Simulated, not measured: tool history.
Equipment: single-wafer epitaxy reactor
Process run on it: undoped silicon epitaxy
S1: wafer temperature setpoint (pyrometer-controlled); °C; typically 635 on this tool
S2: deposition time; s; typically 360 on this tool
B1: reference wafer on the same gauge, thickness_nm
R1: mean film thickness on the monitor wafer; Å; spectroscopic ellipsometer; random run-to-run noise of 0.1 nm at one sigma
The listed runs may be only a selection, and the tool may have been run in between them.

Run 1, hour 0: usual settings; B1 49.297. Result: R1 477.8 Å.
Run 2, hour 15.3: usual settings; B1 49.28. Result: R1 477.53 Å.
Run 3, hour 46: usual settings; B1 49.288. Result: R1 480.21 Å.
Run 4, hour 64.5: usual settings; B1 49.291. Result: R1 479.05 Å.
Run 5, hour 92.5: usual settings; B1 49.294. Result: R1 477.34 Å.
Run 6, hour 127.8: usual settings; B1 49.326. Result: R1 475.46 Å.
Run 7, hour 149.1: usual settings; B1 49.292. Result: R1 478.19 Å.
Run 8, hour 162.2: usual settings; B1 49.295. Result: R1 479.16 Å.
Run 9, hour 218.6: usual settings; B1 49.29. Result: R1 477.24 Å.
Run 10, hour 245.6: usual settings but S1 627 °C; B1 49.291. Result: R1 388.8 Å.
Run 11, hour 267: usual settings; B1 49.296. Result: R1 476.6 Å.
At hour 285.4: gauge calibrated.
Run 12, hour 295.8: usual settings; B1 49.297. Result: R1 479.22 Å.
Run 13, hour 318.4: usual settings but S1 627 °C, S2 307 s; B1 49.297. Result: R1 330.54 Å.
Run 14, hour 335.4: usual settings but S2 303 s; B1 49.298. Result: R1 403.02 Å.
Run 15, hour 362.4: usual settings but S2 391 s; B1 49.284. Result: R1 520.03 Å.
Run 16, hour 389.7: usual settings; B1 49.321. Result: R1 477.38 Å.
Run 17, hour 451: usual settings but S1 640 °C, S2 422 s; B1 49.302. Result: R1 635.68 Å.
Run 18, hour 467.9: usual settings but S2 312 s; B1 49.286. Result: R1 413.98 Å.
Run 19, hour 485.1: usual settings but S2 394 s; B1 49.291. Result: R1 522.05 Å.
At hour 510.1: pyrometer calibrated.
Run 20, hour 518.7: usual settings but S1 624 °C, S2 314 s; B1 49.292. Result: R1 313.56 Å.
Run 21, hour 547.3: usual settings but S1 640 °C, S2 422 s; B1 49.297. Result: R1 634.96 Å.
Run 22, hour 567.3: usual settings; B1 49.329. Result: R1 479.19 Å.
Run 23, hour 669.9: usual settings; B1 49.292. Result: R1 478.33 Å.
Run 24, hour 700.2: usual settings; B1 49.313. Result: R1 478.91 Å.
Run 25, hour 732.3: usual settings but S2 327 s; B1 49.294. Result: R1 434.6 Å.

3 ways to go on from here, each from the tool as it stands after run 25. What would each give?
Run A, hour 732.8: usual settings but S2 380 s; B1 ?. Result: R1 ?.
Run B, hour 732.8: usual settings but S1 649 °C, S2 328 s; B1 ?. Result: R1 ?.
Run C, hour 732.8: usual settings but S1 647 °C; B1 ?. Result: R1 ?.

run      B1      R1
  A  49.299  504.47
  B  49.299  618.06
  C  49.299  645.73
What these runs would have given with no unlogged condition in the tool:
run      R1
  A  504.47
  B  618.06
  C  645.73
